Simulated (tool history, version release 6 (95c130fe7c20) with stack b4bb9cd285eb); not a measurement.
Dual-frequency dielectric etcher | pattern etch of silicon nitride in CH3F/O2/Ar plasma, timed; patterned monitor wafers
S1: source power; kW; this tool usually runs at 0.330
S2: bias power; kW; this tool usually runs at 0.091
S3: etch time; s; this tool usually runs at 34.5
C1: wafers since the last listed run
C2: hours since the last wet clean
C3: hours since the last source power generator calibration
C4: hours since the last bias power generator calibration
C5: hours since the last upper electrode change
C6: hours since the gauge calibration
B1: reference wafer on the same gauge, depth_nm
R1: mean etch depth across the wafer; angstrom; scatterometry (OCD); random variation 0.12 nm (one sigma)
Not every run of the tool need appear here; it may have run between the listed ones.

| run | hour | S1 | S2 | S3 | C1 | C2 | C3 | C4 | C5 | C6 | B1 | R1 |
|---|---|---|---|---|---|---|---|---|---|---|---|---|
| 1 | 0.0 | 0.280 | 0.091 | 34.5 | 0 | 368.6 | 1997.9 | 1083.2 | 2705.9 | 672.6 | 29.62 | 246.3 |
| 2 | 95.6 | 0.330 | 0.098 | 34.5 | 1436 | 464.2 | 2093.5 | 1178.8 | 2801.5 | 768.2 | 29.58 | 266.8 |
| 3 | 199.9 | 0.330 | 0.098 | 34.5 | 1566 | 568.5 | 2197.8 | 1283.1 | 2905.8 | 872.5 | 29.55 | 267.1 |
|  | 239.1 | wet clean of the chamber |
| 4 | 266.8 | 0.330 | 0.098 | 34.5 | 644 | 27.7 | 2264.7 | 1350.0 | 2972.7 | 939.4 | 29.45 | 265.0 |
| 5 | 564.5 | 0.330 | 0.091 | 34.5 | 4471 | 325.4 | 2562.4 | 1647.7 | 3270.4 | 1237.1 | 29.36 | 258.7 |
| 6 | 627.5 | 0.330 | 0.091 | 34.5 | 946 | 388.4 | 2625.4 | 1710.7 | 3333.4 | 1300.1 | 29.29 | 259.4 |
| 7 | 715.5 | 0.330 | 0.108 | 34.5 | 1321 | 476.4 | 2713.4 | 1798.7 | 3421.4 | 1388.1 | 29.27 | 271.7 |
| 8 | 799.4 | 0.330 | 0.108 | 34.5 | 1260 | 560.3 | 2797.3 | 1882.6 | 3505.3 | 1472.0 | 29.24 | 272.0 |
|  | 837.0 | wet clean of the chamber |
| 9 | 904.7 | 0.330 | 0.108 | 34.5 | 1221 | 67.7 | 2902.6 | 1987.9 | 3610.6 | 1577.3 | 29.16 | 267.1 |
| 10 | 954.8 | 0.330 | 0.091 | 38.0 | 752 | 117.8 | 2952.7 | 2038.0 | 3660.7 | 1627.4 | 29.15 | 283.7 |
| 11 | 999.0 | 0.330 | 0.091 | 38.0 | 663 | 162.0 | 2996.9 | 2082.2 | 3704.9 | 1671.6 | 29.14 | 282.6 |
| 12 | 1070.2 | 0.270 | 0.091 | 34.5 | 1069 | 233.2 | 3068.1 | 2153.4 | 3776.1 | 1742.8 | 29.11 | 241.6 |
| 13 | 1132.9 | 0.270 | 0.091 | 34.5 | 941 | 295.9 | 3130.8 | 2216.1 | 3838.8 | 1805.5 | 29.04 | 238.7 |
| 14 | 1210.4 | 0.330 | 0.091 | 45.0 | 1164 | 373.4 | 3208.3 | 2293.6 | 3916.3 | 1883.0 | 29.04 | 331.4 |
| 15 | 1297.0 | 0.370 | 0.091 | 24.5 | 1300 | 460.0 | 3294.9 | 2380.2 | 4002.9 | 1969.6 | 28.97 | 187.9 |
| 16 | 1400.6 | 0.330 | 0.091 | 34.5 | 1556 | 563.6 | 3398.5 | 2483.8 | 4106.5 | 2073.2 | 28.91 | 257.3 |
|  | 1462.5 | wet clean of the chamber |
|  | 1465.3 | bias power generator calibrated |
| 17 | 1495.8 | 0.330 | 0.091 | 34.5 | 1028 | 33.3 | 3493.7 | 30.5 | 4201.7 | 2168.4 | 28.89 | 254.6 |
| 18 | 1541.8 | 0.290 | 0.110 | 30.0 | 691 | 79.3 | 3539.7 | 76.5 | 4247.7 | 2214.4 | 28.86 | 222.6 |
| 19 | 1603.2 | 0.330 | 0.104 | 31.0 | 922 | 140.7 | 3601.1 | 137.9 | 4309.1 | 2275.8 | 28.84 | 236.5 |
| 20 | 1652.1 | 0.330 | 0.091 | 34.5 | 734 | 189.6 | 3650.0 | 186.8 | 4358.0 | 2324.7 | 28.80 | 255.2 |
|  | 1759.7 | upper electrode replaced |
| 21 | 1920.8 | 0.370 | 0.108 | 40.0 | 3675 | 458.3 | 3918.7 | 455.5 | 161.1 | 2593.4 | 28.67 | 318.5 |
| 22 | 1985.1 | 0.300 | 0.091 | 26.5 | 965 | 522.6 | 3983.0 | 519.8 | 225.4 | 2657.7 | 28.64 | 187.8 |
|  | 1986.9 | gauge calibrated |
|  | 2018.0 | wet clean of the chamber |
| 23 | 2021.6 | 0.330 | 0.108 | 34.5 | 187 | 3.6 | 4019.5 | 556.3 | 261.9 | 34.7 | 30.14 | 278.7 |
|  | 2065.4 | source power generator calibrated |
| 24 | 2127.4 | 0.330 | 0.091 | 34.5 | 1529 | 109.4 | 62.0 | 662.1 | 367.7 | 140.5 | 30.11 | 264.0 |
| 25 | 2230.4 | 0.310 | 0.091 | 40.0 | 1547 | 212.4 | 165.0 | 765.1 | 470.7 | 243.5 | 30.05 | 303.1 |
| 26 | 2280.6 | 0.330 | 0.078 | 39.5 | 754 | 262.6 | 215.2 | 815.3 | 520.9 | 293.7 | 30.00 | 293.4 |
| 27 | 2431.4 | 0.410 | 0.110 | 29.5 | 2265 | 413.4 | 366.0 | 966.1 | 671.7 | 444.5 | 29.96 | 253.6 |
| 28 | 2490.1 | 0.290 | 0.110 | 30.0 | 881 | 472.1 | 424.7 | 1024.8 | 730.4 | 503.2 | 29.92 | 230.6 |
|  | 2618.5 | wet clean of the chamber |
| 29 | 2766.3 | 0.300 | 0.080 | 34.5 | 3788 | 147.8 | 700.9 | 1301.0 | 1006.6 | 779.4 | 29.77 | 244.5 |

What was the tool's hidden state at every run in the log?
etch rate over this chamber's usual, %: 0 on each run
source power that arrives over what is set, %: 0 on each run
bias power that arrives over what is set, %: 0 on each run
H1: gauge reads high (%)
| run | H1 |
|---|---|
| 1 | -1.6 |
| 2 | -1.75 |
| 3 | -1.92 |
| 4 | -2.03 |
| 5 | -2.52 |
| 6 | -2.63 |
| 7 | -2.77 |
| 8 | -2.91 |
| 9 | -3.08 |
| 10 | -3.16 |
| 11 | -3.23 |
| 12 | -3.35 |
| 13 | -3.45 |
| 14 | -3.58 |
| 15 | -3.72 |
| 16 | -3.89 |
| 17 | -4.05 |
| 18 | -4.13 |
| 19 | -4.23 |
| 20 | -4.31 |
| 21 | -4.75 |
| 22 | -4.85 |
| 23 | 0.142 |
| 24 | -0.0315 |
| 25 | -0.2 |
| 26 | -0.283 |
| 27 | -0.53 |
| 28 | -0.627 |
| 29 | -1.08 |
